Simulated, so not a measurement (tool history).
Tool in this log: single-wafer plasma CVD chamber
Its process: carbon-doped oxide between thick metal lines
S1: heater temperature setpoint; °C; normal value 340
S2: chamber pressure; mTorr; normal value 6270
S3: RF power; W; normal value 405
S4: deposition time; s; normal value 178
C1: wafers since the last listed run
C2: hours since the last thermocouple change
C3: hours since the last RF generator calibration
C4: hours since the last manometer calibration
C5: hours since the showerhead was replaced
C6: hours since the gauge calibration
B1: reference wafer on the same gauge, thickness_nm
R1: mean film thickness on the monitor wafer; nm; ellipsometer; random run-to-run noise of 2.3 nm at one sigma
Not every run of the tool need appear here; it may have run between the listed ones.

| run | hour | S1 | S2 | S3 | S4 | C1 | C2 | C3 | C4 | C5 | C6 | B1 | R1 |
|---|---|---|---|---|---|---|---|---|---|---|---|---|---|
| 1 | 0.0 | 340 | 6270 | 405 | 178 | 0 | 2125.1 | 2057.9 | 74.4 | 5583.7 | 685.4 | 714.489 | 777.747 |
| 2 | 31.9 | 340 | 5080 | 405 | 178 | 303 | 2157.0 | 2089.8 | 106.3 | 5615.6 | 717.3 | 714.330 | 764.065 |
|  | 55.0 | thermocouple changed; heater temperature recalibrated |
|  | 59.3 | RF generator calibrated |
|  | 67.4 | showerhead replaced |
| 3 | 67.9 | 340 | 5080 | 405 | 178 | 149 | 12.9 | 8.6 | 142.3 | 0.5 | 753.3 | 714.625 | 762.608 |
| 4 | 71.4 | 340 | 5080 | 405 | 178 | 33 | 16.4 | 12.1 | 145.8 | 4.0 | 756.8 | 714.841 | 769.803 |
| 5 | 94.9 | 327 | 7320 | 405 | 163 | 223 | 39.9 | 35.6 | 169.3 | 27.5 | 780.3 | 713.895 | 745.938 |
| 6 | 110.3 | 340 | 6270 | 480 | 178 | 146 | 55.3 | 51.0 | 184.7 | 42.9 | 795.7 | 715.367 | 860.027 |
|  | 121.2 | gauge calibrated |
| 7 | 129.4 | 340 | 6270 | 405 | 155 | 181 | 74.4 | 70.1 | 203.8 | 62.0 | 8.2 | 689.197 | 652.474 |
| 8 | 158.6 | 340 | 7740 | 405 | 178 | 277 | 103.6 | 99.3 | 233.0 | 91.2 | 37.4 | 692.003 | 766.811 |
| 9 | 193.8 | 333 | 5540 | 405 | 191 | 334 | 138.8 | 134.5 | 268.2 | 126.4 | 72.6 | 694.356 | 819.397 |
| 10 | 212.0 | 335 | 6270 | 405 | 199 | 173 | 157.0 | 152.7 | 286.4 | 144.6 | 90.8 | 696.107 | 861.463 |
| 11 | 241.9 | 340 | 6750 | 365 | 206 | 284 | 186.9 | 182.6 | 316.3 | 174.5 | 120.7 | 697.238 | 841.428 |
| 12 | 273.7 | 331 | 6930 | 360 | 213 | 302 | 218.7 | 214.4 | 348.1 | 206.3 | 152.5 | 698.646 | 886.890 |
| 13 | 288.5 | 340 | 6270 | 405 | 178 | 140 | 233.5 | 229.2 | 362.9 | 221.1 | 167.3 | 699.692 | 763.073 |
| 14 | 308.6 | 349 | 6270 | 405 | 208 | 191 | 253.6 | 249.3 | 383.0 | 241.2 | 187.4 | 700.785 | 875.969 |
| 15 | 323.5 | 340 | 6270 | 405 | 195 | 141 | 268.5 | 264.2 | 397.9 | 256.1 | 202.3 | 700.958 | 841.346 |
| 16 | 355.7 | 340 | 7620 | 340 | 178 | 306 | 300.7 | 296.4 | 430.1 | 288.3 | 234.5 | 702.021 | 706.655 |
| 17 | 381.7 | 355 | 4840 | 430 | 158 | 247 | 326.7 | 322.4 | 456.1 | 314.3 | 260.5 | 703.616 | 664.104 |
| 18 | 409.3 | 327 | 6270 | 445 | 203 | 262 | 354.3 | 350.0 | 483.7 | 341.9 | 288.1 | 704.962 | 951.183 |
| 19 | 432.1 | 340 | 6270 | 405 | 178 | 216 | 377.1 | 372.8 | 506.5 | 364.7 | 310.9 | 706.270 | 772.765 |
| 20 | 459.7 | 340 | 6270 | 405 | 178 | 262 | 404.7 | 400.4 | 534.1 | 392.3 | 338.5 | 704.978 | 771.535 |
| 21 | 480.1 | 340 | 6270 | 405 | 178 | 194 | 425.1 | 420.8 | 554.5 | 412.7 | 358.9 | 706.748 | 774.706 |
| 22 | 498.4 | 332 | 7440 | 470 | 178 | 174 | 443.4 | 439.1 | 572.8 | 431.0 | 377.2 | 707.402 | 868.795 |
| 23 | 518.4 | 340 | 6270 | 405 | 178 | 190 | 463.4 | 459.1 | 592.8 | 451.0 | 397.2 | 707.137 | 774.164 |
| 24 | 553.4 | 349 | 6270 | 475 | 206 | 332 | 498.4 | 494.1 | 627.8 | 486.0 | 432.2 | 708.243 | 958.541 |
| 25 | 572.4 | 340 | 5340 | 325 | 202 | 180 | 517.4 | 513.1 | 646.8 | 505.0 | 451.2 | 708.563 | 770.793 |
| 26 | 587.2 | 340 | 6270 | 470 | 157 | 140 | 532.2 | 527.9 | 661.6 | 519.8 | 466.0 | 709.308 | 743.135 |
| 27 | 605.1 | 340 | 6270 | 405 | 178 | 170 | 550.1 | 545.8 | 679.5 | 537.7 | 483.9 | 708.610 | 776.468 |
| 28 | 620.2 | 340 | 6270 | 405 | 207 | 143 | 565.2 | 560.9 | 694.6 | 552.8 | 499.0 | 708.311 | 900.461 |

Here are 5 independent what-if runs from the current tool condition. What would each one return?
| A | 620.6 | 340 | 6780 | 405 | 178 | 3 | 565.6 | 561.3 | 695.0 | 553.2 | 499.4 | ? | ? |
| B | 620.6 | 340 | 7830 | 370 | 178 | 3 | 565.6 | 561.3 | 695.0 | 553.2 | 499.4 | ? | ? |
| C | 620.6 | 340 | 5280 | 350 | 198 | 3 | 565.6 | 561.3 | 695.0 | 553.2 | 499.4 | ? | ? |
| D | 620.6 | 344 | 6750 | 485 | 158 | 3 | 565.6 | 561.3 | 695.0 | 553.2 | 499.4 | ? | ? |
| E | 620.6 | 340 | 5070 | 475 | 198 | 3 | 565.6 | 561.3 | 695.0 | 553.2 | 499.4 | ? | ? |

| run | B1 | R1 |
|---|---|---|
| A | 709.366 | 781.717 |
| B | 709.366 | 750.554 |
| C | 709.366 | 784.140 |
| D | 709.366 | 758.784 |
| E | 709.366 | 924.157 |
What these runs would have given with no unlogged condition in the tool:
| run | R1 |
|---|---|
| A | 761.504 |
| B | 731.148 |
| C | 763.865 |
| D | 739.164 |
| E | 900.262 |
